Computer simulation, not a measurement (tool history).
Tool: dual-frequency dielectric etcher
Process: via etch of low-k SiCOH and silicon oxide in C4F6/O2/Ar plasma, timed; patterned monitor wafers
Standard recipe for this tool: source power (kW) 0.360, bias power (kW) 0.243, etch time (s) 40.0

run,hour,source power (kW),bias power (kW),etch time (s),wafers since the last listed run,hours since the last wet clean,hours since the last source power generator calibration,hours since the last bias power generator calibration,hours since the last upper electrode change,hours since the gauge calibration,"read-back reference wafer on the same gauge, depth_nm",mean etch depth across the wafer (nm)
1,0.0,0.360,0.243,40.0,0,346.1,3137.4,2415.0,4304.9,12.3,103.9,97.3
2,14.7,0.360,0.243,40.0,187,360.8,3152.1,2429.7,4319.6,27.0,103.8,97.5
3,21.3,0.360,0.243,40.0,84,367.4,3158.7,2436.3,4326.2,33.6,104.1,96.6
4,27.5,0.360,0.243,40.0,78,373.6,3164.9,2442.5,4332.4,39.8,104.0,97.5
5,35.1,0.360,0.243,40.0,96,381.2,3172.5,2450.1,4340.0,47.4,103.9,97.4
6,45.8,0.360,0.283,40.0,136,391.9,3183.2,2460.8,4350.7,58.1,103.7,103.7
7,63.7,0.360,0.283,40.0,228,409.8,3201.1,2478.7,4368.6,76.0,103.9,103.3
8,73.8,0.360,0.283,40.0,128,419.9,3211.2,2488.8,4378.7,86.1,104.0,103.9
9,84.7,0.420,0.243,31.0,138,430.8,3222.1,2499.7,4389.6,97.0,103.9,81.5
10,92.1,0.330,0.243,40.0,94,438.2,3229.5,2507.1,4397.0,104.4,103.9,92.5
11,110.0,0.300,0.277,51.5,228,456.1,3247.4,2525.0,4414.9,122.3,104.0,120.1
# hour 118.4: bias power generator calibrated
12,120.7,0.360,0.243,40.0,85,466.8,3258.1,2.3,4425.6,133.0,104.0,97.8
13,128.1,0.360,0.223,36.0,94,474.2,3265.5,9.7,4433.0,140.4,103.8,85.0
# hour 178.2: source power generator calibrated
# hour 178.6: gauge calibrated
14,178.7,0.360,0.186,40.0,593,524.8,0.5,60.3,4483.6,0.1,103.9,86.6
# hour 204.0: wet clean of the chamber
# hour 206.6: upper electrode replaced
15,207.1,0.360,0.243,40.0,23,3.1,28.9,88.7,0.5,28.5,104.0,96.9
16,207.4,0.450,0.243,40.0,3,3.4,29.2,89.0,0.8,28.8,103.9,108.1
17,221.1,0.360,0.243,47.5,174,17.1,42.9,102.7,14.5,42.5,103.8,116.2
18,232.8,0.360,0.243,40.0,149,28.8,54.6,114.4,26.2,54.2,104.0,96.9
19,244.8,0.440,0.243,40.0,152,40.8,66.6,126.4,38.2,66.2,104.1,107.8
20,251.7,0.360,0.243,40.0,87,47.7,73.5,133.3,45.1,73.1,103.8,97.4
21,263.5,0.440,0.285,52.0,150,59.5,85.3,145.1,56.9,84.9,103.8,148.5

3 ways to go on from here, each from the tool as it stands after run 21. What would each give?
A,263.9,0.360,0.243,36.5,5,59.9,85.7,145.5,57.3,85.3,?,?
B,263.9,0.270,0.206,40.0,5,59.9,85.7,145.5,57.3,85.3,?,?
C,263.9,0.450,0.193,48.5,5,59.9,85.7,145.5,57.3,85.3,?,?

run,"read-back reference wafer on the same gauge, depth_nm",mean etch depth across the wafer (nm)
A,103.8,89.1
B,103.8,77.8
C,103.8,120.1
Stripped of hidden state, with their random variation kept, the same runs would have yielded:
run,mean etch depth across the wafer (nm)
A,89.1
B,77.8
C,120.1
